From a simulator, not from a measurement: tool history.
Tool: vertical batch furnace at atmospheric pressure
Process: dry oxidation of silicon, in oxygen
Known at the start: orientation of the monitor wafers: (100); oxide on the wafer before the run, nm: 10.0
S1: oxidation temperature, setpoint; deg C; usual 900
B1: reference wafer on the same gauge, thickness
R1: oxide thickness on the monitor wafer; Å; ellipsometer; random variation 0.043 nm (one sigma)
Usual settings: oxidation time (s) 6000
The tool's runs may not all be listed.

run 1 hour=0 | S1=900 oxidation_time_(s)=6000 | B1=29.99 | R1=301.1
run 2 hour=16 | S1=900 oxidation_time_(s)=6000 | B1=30 | R1=300.5
run 3 hour=28.5 | S1=900 oxidation_time_(s)=6000 | B1=30 | R1=301.4
run 4 hour=56.7 | S1=900 oxidation_time_(s)=6000 | B1=29.99 | R1=300.7
run 5 hour=75 | S1=900 oxidation_time_(s)=6840 | B1=30.01 | R1=324.6
run 6 hour=88.4 | S1=900 oxidation_time_(s)=6840 | B1=29.99 | R1=324
run 7 hour=110.4 | S1=900 oxidation_time_(s)=6840 | B1=30 | R1=324.3
run 8 hour=144.1 | S1=900 oxidation_time_(s)=6000 | B1=30.01 | R1=302.1
run 9 hour=162.7 | S1=900 oxidation_time_(s)=6000 | B1=30.01 | R1=301.1
run 10 hour=191.3 | S1=900 oxidation_time_(s)=6000 | B1=30 | R1=301.7
run 11 hour=209.5 | S1=900 oxidation_time_(s)=6000 | B1=30.01 | R1=302.5
run 12 hour=243.5 | S1=892 oxidation_time_(s)=8070 | B1=29.99 | R1=333.3
run 13 hour=256.2 | S1=900 oxidation_time_(s)=6000 | B1=30 | R1=302
-- hour=295.1 thermocouples replaced and temperature profile calibrated
run 14 hour=295.6 | S1=885 oxidation_time_(s)=7500 | B1=30.01 | R1=286.8
run 15 hour=321 | S1=900 oxidation_time_(s)=6000 | B1=30.01 | R1=288.3
run 16 hour=347.9 | S1=918 oxidation_time_(s)=3270 | B1=30.01 | R1=242
-- hour=368.5 gauge calibrated
-- hour=379.2 boat lift adjusted
run 17 hour=381 | S1=900 oxidation_time_(s)=6000 | B1=30.01 | R1=288.5
run 18 hour=414.8 | S1=879 oxidation_time_(s)=3570 | B1=30 | R1=191.3
run 19 hour=438.7 | S1=882 oxidation_time_(s)=6000 | B1=30 | R1=249.5
run 20 hour=471.1 | S1=925 oxidation_time_(s)=6000 | B1=30.01 | R1=359.6
run 21 hour=485.9 | S1=900 oxidation_time_(s)=6000 | B1=30 | R1=288.4
run 22 hour=550.6 | S1=900 oxidation_time_(s)=6000 | B1=30 | R1=289.5
run 23 hour=567.6 | S1=878 oxidation_time_(s)=3420 | B1=30 | R1=186.9
run 24 hour=591.4 | S1=921 oxidation_time_(s)=3780 | B1=30 | R1=267.6

The same runs without the tool's hidden state, with the same run-to-run variation:
The hidden state here: true tube temperature minus thermocouple reading, K; monitor wafer colder than the profiled boat position, K; gauge reads high (%).
run=1 R1=288.4
run=2 R1=287.7
run=3 R1=288.6
run=4 R1=287.8
run=5 R1=310.1
run=6 R1=309.5
run=7 R1=309.8
run=8 R1=288.9
run=9 R1=287.9
run=10 R1=288.4
run=11 R1=289.1
run=12 R1=317.5
run=13 R1=288.4
run=14 R1=286.7
run=15 R1=288.1
run=16 R1=241.8
run=17 R1=288.2
run=18 R1=191.1
run=19 R1=249.1
run=20 R1=358.8
run=21 R1=287.8
run=22 R1=288.6
run=23 R1=186.4
run=24 R1=266.8

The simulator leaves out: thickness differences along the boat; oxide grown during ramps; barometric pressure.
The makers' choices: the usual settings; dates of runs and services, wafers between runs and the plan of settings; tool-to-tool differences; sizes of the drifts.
